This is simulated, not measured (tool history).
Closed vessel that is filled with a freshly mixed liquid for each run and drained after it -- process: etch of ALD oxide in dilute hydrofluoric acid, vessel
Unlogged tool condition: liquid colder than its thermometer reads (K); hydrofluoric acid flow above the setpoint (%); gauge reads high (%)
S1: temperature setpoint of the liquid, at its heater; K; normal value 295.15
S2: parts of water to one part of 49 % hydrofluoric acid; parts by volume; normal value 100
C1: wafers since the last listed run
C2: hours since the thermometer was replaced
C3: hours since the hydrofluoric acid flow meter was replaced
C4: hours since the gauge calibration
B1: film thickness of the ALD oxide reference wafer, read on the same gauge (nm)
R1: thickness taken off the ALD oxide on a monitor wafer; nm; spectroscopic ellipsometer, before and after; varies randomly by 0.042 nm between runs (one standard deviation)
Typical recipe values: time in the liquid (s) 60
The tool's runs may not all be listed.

run 1 hour=0 | S1=295.15 S2=100 time_in_the_liquid_(s)=60 | C1=0 C2=2200.1 C3=529 C4=595.1 | B1=30.01 | R1=7.46
run 2 hour=12.9 | S1=295.15 S2=100 time_in_the_liquid_(s)=60 | C1=1835 C2=2213 C3=541.9 C4=608 | B1=30 | R1=7.48
run 3 hour=25.4 | S1=295.15 S2=100 time_in_the_liquid_(s)=60 | C1=1778 C2=2225.5 C3=554.4 C4=620.5 | B1=29.98 | R1=7.43
run 4 hour=43.2 | S1=295.15 S2=100 time_in_the_liquid_(s)=60 | C1=2533 C2=2243.3 C3=572.2 C4=638.3 | B1=29.99 | R1=7.42
run 5 hour=56.7 | S1=295.15 S2=100 time_in_the_liquid_(s)=60 | C1=1921 C2=2256.8 C3=585.7 C4=651.8 | B1=29.98 | R1=7.57
-- hour=70.7 gauge calibrated
run 6 hour=104 | S1=295.15 S2=100 time_in_the_liquid_(s)=60 | C1=6731 C2=2304.1 C3=633 C4=33.3 | B1=29.96 | R1=7.52
run 7 hour=112.1 | S1=298.65 S2=100 time_in_the_liquid_(s)=60 | C1=1152 C2=2312.2 C3=641.1 C4=41.4 | B1=29.96 | R1=8.64
run 8 hour=121.7 | S1=298.65 S2=100 time_in_the_liquid_(s)=60 | C1=1366 C2=2321.8 C3=650.7 C4=51 | B1=30 | R1=8.66
run 9 hour=134.5 | S1=298.65 S2=100 time_in_the_liquid_(s)=60 | C1=1821 C2=2334.6 C3=663.5 C4=63.8 | B1=30.02 | R1=8.74
run 10 hour=152.4 | S1=296.65 S2=100 time_in_the_liquid_(s)=45 | C1=2547 C2=2352.5 C3=681.4 C4=81.7 | B1=30.01 | R1=6.03
run 11 hour=169.4 | S1=296.65 S2=100 time_in_the_liquid_(s)=45 | C1=2419 C2=2369.5 C3=698.4 C4=98.7 | B1=30.01 | R1=6.01
run 12 hour=177 | S1=293.65 S2=100 time_in_the_liquid_(s)=60 | C1=1081 C2=2377.1 C3=706 C4=106.3 | B1=30.02 | R1=7.05
run 13 hour=186.4 | S1=292.15 S2=80 time_in_the_liquid_(s)=90 | C1=1337 C2=2386.5 C3=715.4 C4=115.7 | B1=29.99 | R1=12.84
run 14 hour=198.1 | S1=291.15 S2=50 time_in_the_liquid_(s)=60 | C1=1665 C2=2398.2 C3=727.1 C4=127.4 | B1=30.02 | R1=13.37
run 15 hour=204.5 | S1=295.15 S2=130 time_in_the_liquid_(s)=85 | C1=910 C2=2404.6 C3=733.5 C4=133.8 | B1=29.98 | R1=8.01
-- hour=211.4 hydrofluoric acid flow meter replaced
run 16 hour=233.3 | S1=295.15 S2=100 time_in_the_liquid_(s)=85 | C1=3956 C2=2433.4 C3=21.9 C4=162.6 | B1=29.99 | R1=10.12
run 17 hour=241.7 | S1=295.15 S2=100 time_in_the_liquid_(s)=60 | C1=1195 C2=2441.8 C3=30.3 C4=171 | B1=30 | R1=7.12
run 18 hour=251.3 | S1=295.15 S2=125 time_in_the_liquid_(s)=60 | C1=1366 C2=2451.4 C3=39.9 C4=180.6 | B1=30 | R1=5.62
-- hour=252.8 thermometer replaced
run 19 hour=265 | S1=295.15 S2=100 time_in_the_liquid_(s)=60 | C1=1807 C2=12.2 C3=53.6 C4=194.3 | B1=30.03 | R1=7.9
run 20 hour=278 | S1=295.15 S2=100 time_in_the_liquid_(s)=60 | C1=1850 C2=25.2 C3=66.6 C4=207.3 | B1=29.99 | R1=8
run 21 hour=295.8 | S1=295.15 S2=100 time_in_the_liquid_(s)=80 | C1=2533 C2=43 C3=84.4 C4=225.1 | B1=30 | R1=10.53
run 22 hour=304 | S1=298.65 S2=100 time_in_the_liquid_(s)=60 | C1=1166 C2=51.2 C3=92.6 C4=233.3 | B1=30.03 | R1=9.11
run 23 hour=315.4 | S1=298.65 S2=75 time_in_the_liquid_(s)=70 | C1=1622 C2=62.6 C3=104 C4=244.7 | B1=29.99 | R1=14.74
run 24 hour=326.9 | S1=295.15 S2=100 time_in_the_liquid_(s)=60 | C1=1636 C2=74.1 C3=115.5 C4=256.2 | B1=30.02 | R1=7.94
run 25 hour=344.8 | S1=293.65 S2=100 time_in_the_liquid_(s)=60 | C1=2547 C2=92 C3=133.4 C4=274.1 | B1=30.01 | R1=7.46
run 26 hour=355.9 | S1=295.15 S2=100 time_in_the_liquid_(s)=60 | C1=1579 C2=103.1 C3=144.5 C4=285.2 | B1=29.99 | R1=7.96
run 27 hour=362.2 | S1=295.15 S2=100 time_in_the_liquid_(s)=60 | C1=896 C2=109.4 C3=150.8 C4=291.5 | B1=30 | R1=7.95
run 28 hour=400.3 | S1=299.65 S2=100 time_in_the_liquid_(s)=90 | C1=5421 C2=147.5 C3=188.9 C4=329.6 | B1=29.99 | R1=14.28
run 29 hour=415.4 | S1=295.15 S2=120 time_in_the_liquid_(s)=40 | C1=2148 C2=162.6 C3=204 C4=344.7 | B1=29.99 | R1=4.33
run 30 hour=427.2 | S1=297.65 S2=135 time_in_the_liquid_(s)=75 | C1=1679 C2=174.4 C3=215.8 C4=356.5 | B1=30.02 | R1=7.85
run 31 hour=436.4 | S1=295.15 S2=80 time_in_the_liquid_(s)=90 | C1=1309 C2=183.6 C3=225 C4=365.7 | B1=29.99 | R1=15.3
run 32 hour=442.9 | S1=296.65 S2=65 time_in_the_liquid_(s)=60 | C1=925 C2=190.1 C3=231.5 C4=372.2 | B1=29.99 | R1=13.73
run 33 hour=457.7 | S1=291.65 S2=100 time_in_the_liquid_(s)=60 | C1=2106 C2=204.9 C3=246.3 C4=387 | B1=30.02 | R1=6.92
run 34 hour=466.4 | S1=295.15 S2=100 time_in_the_liquid_(s)=30 | C1=1238 C2=213.6 C3=255 C4=395.7 | B1=30 | R1=4.03

For each entry between runs, how does the tool's hidden state at the last listed run before it compare with that at the first listed run after it?
In the gap between runs 5 and 6: gauge calibrated (hour 70.7)
  liquid colder than its thermometer reads (K): 2.48 -> 2.54; hydrofluoric acid flow above the setpoint (%): 5.08 -> 5.47
  the result without the hidden state subtracted from the measured one, R1: -0.36 -> -0.34 nm
In the gap between runs 15 and 16: hydrofluoric acid flow meter replaced (hour 211.4)
  liquid colder than its thermometer reads (K): 2.64 -> 2.67; hydrofluoric acid flow above the setpoint (%): 6.29 -> 0.814
  the result without the hidden state subtracted from the measured one, R1: -0.3 -> -1.07 nm
In the gap between runs 18 and 19: thermometer replaced (hour 252.8)
  liquid colder than its thermometer reads (K): 2.69 -> 0.0536; hydrofluoric acid flow above the setpoint (%): 0.961 -> 1.07
  the result without the hidden state subtracted from the measured one, R1: -0.57 -> +0.07 nm
